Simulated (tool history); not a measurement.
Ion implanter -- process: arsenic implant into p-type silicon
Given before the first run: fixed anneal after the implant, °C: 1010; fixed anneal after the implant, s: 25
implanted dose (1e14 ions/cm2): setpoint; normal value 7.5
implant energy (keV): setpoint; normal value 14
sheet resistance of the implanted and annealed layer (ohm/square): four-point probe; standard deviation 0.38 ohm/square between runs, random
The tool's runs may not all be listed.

run	hour	implanted dose (1e14 ions/cm2)	implant energy (keV)	read-back reference wafer on the same gauge, sheet resistance	sheet resistance of the implanted and annealed layer (ohm/square)
1	0	7.5	14	130.08	154.81
2	39.5	7.5	14	130.02	155.88
3	88.5	7.5	14	129.91	155.38
4	129.4	7.5	14	129.92	155.1
5	186.1	7.5	14	130.01	155.36
6	219.9	7.5	14	130.03	155.1
7	259.7	8.49	14	129.95	143.63
8	327.6	8.49	14	129.92	144.06
9	387.4	8.49	14	130.06	143.32
10	412.2	7.5	14	129.99	155.33
# hour 473.7: Faraday cup replaced and dose calibrated
11	474.2	7.5	14	130.01	152.5
12	528.8	7.5	14	129.98	153.08
13	566	7.5	14	129.99	152.08
14	613.2	8.07	14	130.02	145.41
15	671.2	7.5	14	130.01	151.45
# hour 679.3: extraction supply calibrated
16	699.8	7.5	14	130.12	151.41
# hour 732.5: Faraday cup replaced and dose calibrated, repeated, since the last time left the tool worse
17	842.9	8.92	17	130.03	137.23
# hour 864.9: gauge calibrated
18	884.2	7.5	14	129.93	157.43
19	917.6	6.85	12	129.96	170.15
20	988	6.48	14	130.06	173.16
21	1018.6	7.5	10.5	130.02	161.77
22	1218.7	9	14	130.02	139.31
23	1251.5	7.5	14	130.01	156.25
24	1290.8	8.24	14	130.02	146.53
25	1355.6	7.5	14	129.96	156.63
26	1417.7	6.42	9.5	129.97	179.78

3 ways to go on from here, each from the tool as it stands after run 26. What would each give?
A	1418.1	6.1	14	?	?
B	1418.1	8.67	17.5	?	?
C	1418.1	8.67	15.5	?	?

run	read-back reference wafer on the same gauge, sheet resistance	sheet resistance of the implanted and annealed layer (ohm/square)
A	129.98	180.27
B	129.98	138.58
C	129.98	141.25
With no hidden state in the tool, these same runs would have given:
run	sheet resistance of the implanted and annealed layer (ohm/square)
A	182.28
B	139.95
C	142.62
